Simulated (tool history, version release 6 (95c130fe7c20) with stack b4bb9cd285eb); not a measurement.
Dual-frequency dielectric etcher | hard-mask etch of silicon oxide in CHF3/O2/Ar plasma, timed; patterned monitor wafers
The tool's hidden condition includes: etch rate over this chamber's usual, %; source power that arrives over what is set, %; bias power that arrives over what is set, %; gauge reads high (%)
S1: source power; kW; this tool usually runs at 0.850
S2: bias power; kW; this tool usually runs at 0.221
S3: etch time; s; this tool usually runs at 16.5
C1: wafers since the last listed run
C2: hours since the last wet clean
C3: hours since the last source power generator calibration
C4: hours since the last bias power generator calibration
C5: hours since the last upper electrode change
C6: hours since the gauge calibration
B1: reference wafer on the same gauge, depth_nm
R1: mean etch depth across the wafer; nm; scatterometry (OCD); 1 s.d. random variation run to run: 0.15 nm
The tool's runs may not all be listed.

{"run": 1, "hour": 0.0, "S1": 0.77, "S2": 0.194, "S3": 16.5, "C1": 0, "C2": 471.5, "C3": 1618.0, "C4": 2472.0, "C5": 3420.5, "C6": 174.7, "B1": 37.52, "R1": 34.28}
{"run": 2, "hour": 28.8, "S1": 0.77, "S2": 0.194, "S3": 16.5, "C1": 305, "C2": 500.3, "C3": 1646.8, "C4": 2500.8, "C5": 3449.3, "C6": 203.5, "B1": 37.5, "R1": 34.25}
{"run": 3, "hour": 44.2, "S1": 0.93, "S2": 0.241, "S3": 16.5, "C1": 163, "C2": 515.7, "C3": 1662.2, "C4": 2516.2, "C5": 3464.7, "C6": 218.9, "B1": 37.51, "R1": 40.32}
{"run": 4, "hour": 73.4, "S1": 0.85, "S2": 0.221, "S3": 12.5, "C1": 309, "C2": 544.9, "C3": 1691.4, "C4": 2545.4, "C5": 3493.9, "C6": 248.1, "B1": 37.46, "R1": 28.35}
{"hour": 118.2, "done": "wet clean of the chamber"}
{"hour": 123.9, "done": "upper electrode replaced"}
{"run": 5, "hour": 124.4, "S1": 0.85, "S2": 0.221, "S3": 12.5, "C1": 226, "C2": 6.2, "C3": 1742.4, "C4": 2596.4, "C5": 0.5, "C6": 299.1, "B1": 37.42, "R1": 28.44}
{"run": 6, "hour": 128.1, "S1": 0.85, "S2": 0.221, "S3": 16.5, "C1": 39, "C2": 9.9, "C3": 1746.1, "C4": 2600.1, "C5": 4.2, "C6": 302.8, "B1": 37.46, "R1": 37.54}
{"hour": 137.8, "done": "gauge calibrated"}
{"run": 7, "hour": 142.6, "S1": 0.85, "S2": 0.221, "S3": 16.5, "C1": 153, "C2": 24.4, "C3": 1760.6, "C4": 2614.6, "C5": 18.7, "C6": 4.8, "B1": 38.01, "R1": 37.71}
{"run": 8, "hour": 175.8, "S1": 1.01, "S2": 0.221, "S3": 14.0, "C1": 351, "C2": 57.6, "C3": 1793.8, "C4": 2647.8, "C5": 51.9, "C6": 38.0, "B1": 37.89, "R1": 34.18}
{"hour": 198.3, "done": "source power generator calibrated"}
{"run": 9, "hour": 209.6, "S1": 0.85, "S2": 0.221, "S3": 20.5, "C1": 315, "C2": 91.4, "C3": 11.3, "C4": 2681.6, "C5": 85.7, "C6": 71.8, "B1": 37.81, "R1": 46.76}
{"hour": 259.6, "done": "bias power generator calibrated"}
{"run": 10, "hour": 260.8, "S1": 0.85, "S2": 0.221, "S3": 16.5, "C1": 499, "C2": 142.6, "C3": 62.5, "C4": 1.2, "C5": 136.9, "C6": 123.0, "B1": 37.6, "R1": 37.91}
{"run": 11, "hour": 291.1, "S1": 0.85, "S2": 0.254, "S3": 16.5, "C1": 320, "C2": 172.9, "C3": 92.8, "C4": 31.5, "C5": 167.2, "C6": 153.3, "B1": 37.64, "R1": 39.85}
{"run": 12, "hour": 313.7, "S1": 0.85, "S2": 0.177, "S3": 15.0, "C1": 239, "C2": 195.5, "C3": 115.4, "C4": 54.1, "C5": 189.8, "C6": 175.9, "B1": 37.59, "R1": 31.29}
{"run": 13, "hour": 345.0, "S1": 0.85, "S2": 0.198, "S3": 11.5, "C1": 331, "C2": 226.8, "C3": 146.7, "C4": 85.4, "C5": 221.1, "C6": 207.2, "B1": 37.45, "R1": 25.17}
{"run": 14, "hour": 363.0, "S1": 0.77, "S2": 0.221, "S3": 13.0, "C1": 190, "C2": 244.8, "C3": 164.7, "C4": 103.4, "C5": 239.1, "C6": 225.2, "B1": 37.47, "R1": 28.32}

Selected run-to-run steps in R1, each split into two signed amounts: the part the tool would show with no hidden state at all (from settings, incoming material and random variation), and the remainder, which goes to the hidden state together with any gauge scatter not common to the measured and the hidden-state-free results:
Run 6 -> 7: gauge calibrated. R1 +0.17 nm: hidden state +0.54, all else -0.37.
Run 8 -> 9: S1 1.010 -> 0.850, S3 14.0 -> 20.5, source power generator calibrated. R1 +12.58 nm: hidden state -0.18, all else +12.76.
